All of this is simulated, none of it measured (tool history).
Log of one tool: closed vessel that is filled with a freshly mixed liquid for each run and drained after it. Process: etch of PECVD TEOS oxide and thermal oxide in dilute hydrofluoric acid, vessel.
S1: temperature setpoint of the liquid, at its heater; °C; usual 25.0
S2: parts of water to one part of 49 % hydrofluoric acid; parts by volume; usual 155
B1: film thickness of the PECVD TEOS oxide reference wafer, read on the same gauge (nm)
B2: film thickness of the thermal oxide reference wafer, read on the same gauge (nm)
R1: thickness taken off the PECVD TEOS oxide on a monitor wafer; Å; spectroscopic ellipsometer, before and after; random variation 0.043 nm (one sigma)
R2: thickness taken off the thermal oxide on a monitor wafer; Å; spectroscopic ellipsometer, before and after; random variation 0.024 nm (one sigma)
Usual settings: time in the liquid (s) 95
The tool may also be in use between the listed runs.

Run 1, hour 0.0: usual settings; B1 110.00; B2 129.979. Result: R1 43.0 Å, R2 24.62 Å.
Run 2, hour 57.8: usual settings; B1 109.99; B2 130.015. Result: R1 42.8 Å, R2 24.19 Å.
Run 3, hour 100.6: usual settings; B1 110.01; B2 130.021. Result: R1 43.2 Å, R2 24.46 Å.
At hour 109.6: thermometer replaced.
Run 4, hour 193.3: usual settings; B1 110.02; B2 129.963. Result: R1 47.1 Å, R2 26.83 Å.
Run 5, hour 278.7: usual settings; B1 109.99; B2 129.995. Result: R1 46.9 Å, R2 26.49 Å.
Run 6, hour 330.8: usual settings; B1 110.00; B2 130.001. Result: R1 46.2 Å, R2 26.54 Å.
Run 7, hour 434.7: usual settings but S1 27.5 °C; B1 110.00; B2 130.018. Result: R1 50.5 Å, R2 29.17 Å.
Run 8, hour 481.4: usual settings but S1 23.5 °C; B1 110.01; B2 130.000. Result: R1 43.3 Å, R2 24.69 Å.
Run 9, hour 531.6: usual settings but S1 23.5 °C; B1 110.00; B2 129.979. Result: R1 43.6 Å, R2 24.56 Å.
Run 10, hour 586.2: usual settings but S1 23.5 °C; B1 110.01; B2 130.008. Result: R1 42.0 Å, R2 24.31 Å.
Run 11, hour 634.7: usual settings; B1 110.00; B2 130.018. Result: R1 45.5 Å, R2 25.63 Å.
Run 12, hour 716.1: usual settings; B1 110.01; B2 130.025. Result: R1 45.4 Å, R2 25.28 Å.
Run 13, hour 795.4: usual settings but S1 20.0 °C, time in the liquid (s) 145; B1 110.02; B2 129.990. Result: R1 56.4 Å, R2 32.14 Å.
Run 14, hour 832.8: usual settings but S2 225 parts by volume; B1 110.01; B2 129.987. Result: R1 28.4 Å, R2 16.32 Å.
Run 15, hour 903.7: usual settings but S2 120 parts by volume; B1 109.99; B2 130.008. Result: R1 59.2 Å, R2 34.14 Å.
Run 16, hour 951.5: usual settings but S1 29.5 °C, S2 125 parts by volume, time in the liquid (s) 65; B1 110.00; B2 129.994. Result: R1 46.2 Å, R2 26.46 Å.
At hour 961.9: hydrofluoric acid flow meter replaced.
Run 17, hour 987.9: usual settings but S1 30.0 °C, S2 200 parts by volume, time in the liquid (s) 55; B1 109.99; B2 130.028. Result: R1 22.4 Å, R2 12.83 Å.
At hour 1002.2: gauge calibrated.
Run 18, hour 1089.8: usual settings but S1 20.5 °C, S2 185 parts by volume, time in the liquid (s) 115; B1 110.00; B2 130.004. Result: R1 36.3 Å, R2 20.57 Å.
Run 19, hour 1157.0: usual settings but S1 29.5 °C, S2 125 parts by volume, time in the liquid (s) 65; B1 110.01; B2 129.990. Result: R1 45.0 Å, R2 26.25 Å.
At hour 1173.3: thermometer replaced.
Run 20, hour 1213.2: usual settings but S1 28.0 °C, S2 205 parts by volume, time in the liquid (s) 65; B1 110.02; B2 129.998. Result: R1 25.0 Å, R2 14.25 Å.
Run 21, hour 1264.9: usual settings; B1 109.98; B2 130.024. Result: R1 45.6 Å, R2 26.28 Å.
Run 22, hour 1304.3: usual settings but S1 20.0 °C, time in the liquid (s) 145; B1 109.99; B2 130.011. Result: R1 57.9 Å, R2 32.62 Å.
Run 23, hour 1548.8: usual settings but S1 22.0 °C, time in the liquid (s) 55; B1 109.98; B2 129.986. Result: R1 23.2 Å, R2 13.22 Å.
Run 24, hour 1626.9: usual settings but S1 27.0 °C; B1 109.98; B2 129.990. Result: R1 48.3 Å, R2 27.66 Å.

The same runs without the tool's hidden state, with the same run-to-run variation:
The hidden state here: liquid colder than its thermometer reads (K); hydrofluoric acid flow below the setpoint (%); gauge reads high (%).
run    R1     R2
  1  47.6  27.23
  2  47.5  26.88
  3  48.1  27.27
  4  48.0  27.34
  5  48.1  27.17
  6  47.6  27.34
  7  52.4  30.26
  8  45.1  25.75
  9  45.6  25.71
 10  44.2  25.56
 11  48.0  27.03
 12  48.2  26.83
 13  60.4  34.45
 14  30.4  17.43
 15  63.9  36.84
 16  49.9  28.56
 17  24.1  13.82
 18  39.7  22.54
 19  49.4  28.79
 20  25.8  14.67
 21  47.3  27.21
 22  60.3  33.94
 23  24.6  14.02
 24  51.4  29.43

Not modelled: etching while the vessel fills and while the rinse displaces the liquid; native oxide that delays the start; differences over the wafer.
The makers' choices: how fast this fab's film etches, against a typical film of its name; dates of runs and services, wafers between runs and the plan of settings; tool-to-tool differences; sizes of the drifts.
